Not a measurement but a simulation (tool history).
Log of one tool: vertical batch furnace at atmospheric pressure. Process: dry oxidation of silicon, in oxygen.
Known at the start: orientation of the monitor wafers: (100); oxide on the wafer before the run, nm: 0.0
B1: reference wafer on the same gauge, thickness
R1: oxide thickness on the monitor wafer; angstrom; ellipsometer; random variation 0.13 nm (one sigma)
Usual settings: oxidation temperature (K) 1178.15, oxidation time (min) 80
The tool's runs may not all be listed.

run 1 day=0 | oxidation_temperature_(K)=1178.15 oxidation_time_(min)=80 | B1=25.5 | R1=255.2
run 2 day=2.038 | oxidation_temperature_(K)=1178.15 oxidation_time_(min)=80 | B1=25.47 | R1=258.3
run 3 day=2.738 | oxidation_temperature_(K)=1178.15 oxidation_time_(min)=80 | B1=25.49 | R1=256.7
run 4 day=3.642 | oxidation_temperature_(K)=1178.15 oxidation_time_(min)=80 | B1=25.5 | R1=255
run 5 day=4.179 | oxidation_temperature_(K)=1178.15 oxidation_time_(min)=80 | B1=25.5 | R1=255.4
run 6 day=4.988 | oxidation_temperature_(K)=1178.15 oxidation_time_(min)=80 | B1=25.49 | R1=256.9
run 7 day=5.579 | oxidation_temperature_(K)=1178.15 oxidation_time_(min)=80 | B1=25.5 | R1=257.2
run 8 day=6.488 | oxidation_temperature_(K)=1178.15 oxidation_time_(min)=80 | B1=25.48 | R1=255.9
run 9 day=7.012 | oxidation_temperature_(K)=1178.15 oxidation_time_(min)=80 | B1=25.52 | R1=258.6
run 10 day=7.533 | oxidation_temperature_(K)=1178.15 oxidation_time_(min)=80 | B1=25.49 | R1=256.5
-- day=8.65 boat lift adjusted
run 11 day=8.671 | oxidation_temperature_(K)=1178.15 oxidation_time_(min)=80 | B1=25.52 | R1=254.5
run 12 day=9.071 | oxidation_temperature_(K)=1189.15 oxidation_time_(min)=42.5 | B1=25.51 | R1=187.8
run 13 day=9.9 | oxidation_temperature_(K)=1178.15 oxidation_time_(min)=80 | B1=25.51 | R1=255.4
-- day=10.525 gauge calibrated
run 14 day=10.817 | oxidation_temperature_(K)=1178.15 oxidation_time_(min)=80 | B1=25.51 | R1=254.8
run 15 day=11.133 | oxidation_temperature_(K)=1178.15 oxidation_time_(min)=80 | B1=25.5 | R1=256.3
-- day=12.533 thermocouples replaced and temperature profile calibrated
run 16 day=12.554 | oxidation_temperature_(K)=1166.15 oxidation_time_(min)=58 | B1=25.5 | R1=182.5
run 17 day=12.775 | oxidation_temperature_(K)=1159.15 oxidation_time_(min)=65 | B1=25.51 | R1=185.8
run 18 day=14.808 | oxidation_temperature_(K)=1189.15 oxidation_time_(min)=80 | B1=25.51 | R1=288
run 19 day=15.379 | oxidation_temperature_(K)=1158.15 oxidation_time_(min)=99.5 | B1=25.49 | R1=241.2
run 20 day=16.062 | oxidation_temperature_(K)=1165.15 oxidation_time_(min)=59.5 | B1=25.51 | R1=184.8
run 21 day=18.233 | oxidation_temperature_(K)=1191.15 oxidation_time_(min)=49 | B1=25.5 | R1=211.9
run 22 day=18.754 | oxidation_temperature_(K)=1178.15 oxidation_time_(min)=80 | B1=25.49 | R1=255.7

4 ways to go on from here, each from the tool as it stands after run 22. What would each give?
run A day=18.979 | oxidation_temperature_(K)=1166.15 oxidation_time_(min)=80 | B1=? | R1=?
run B day=18.979 | oxidation_temperature_(K)=1178.15 oxidation_time_(min)=43.5 | B1=? | R1=?
run C day=18.979 | oxidation_temperature_(K)=1166.15 oxidation_time_(min)=95 | B1=? | R1=?
run D day=18.979 | oxidation_temperature_(K)=1164.15 oxidation_time_(min)=62.5 | B1=? | R1=?

run=A B1=25.53 R1=228.1
run=B B1=25.53 R1=172.2
run=C B1=25.53 R1=255.4
run=D B1=25.53 R1=189.7
Without the tool's hidden state the same runs would have given:
run=A R1=228.1
run=B R1=172.2
run=C R1=255.4
run=D R1=189.7
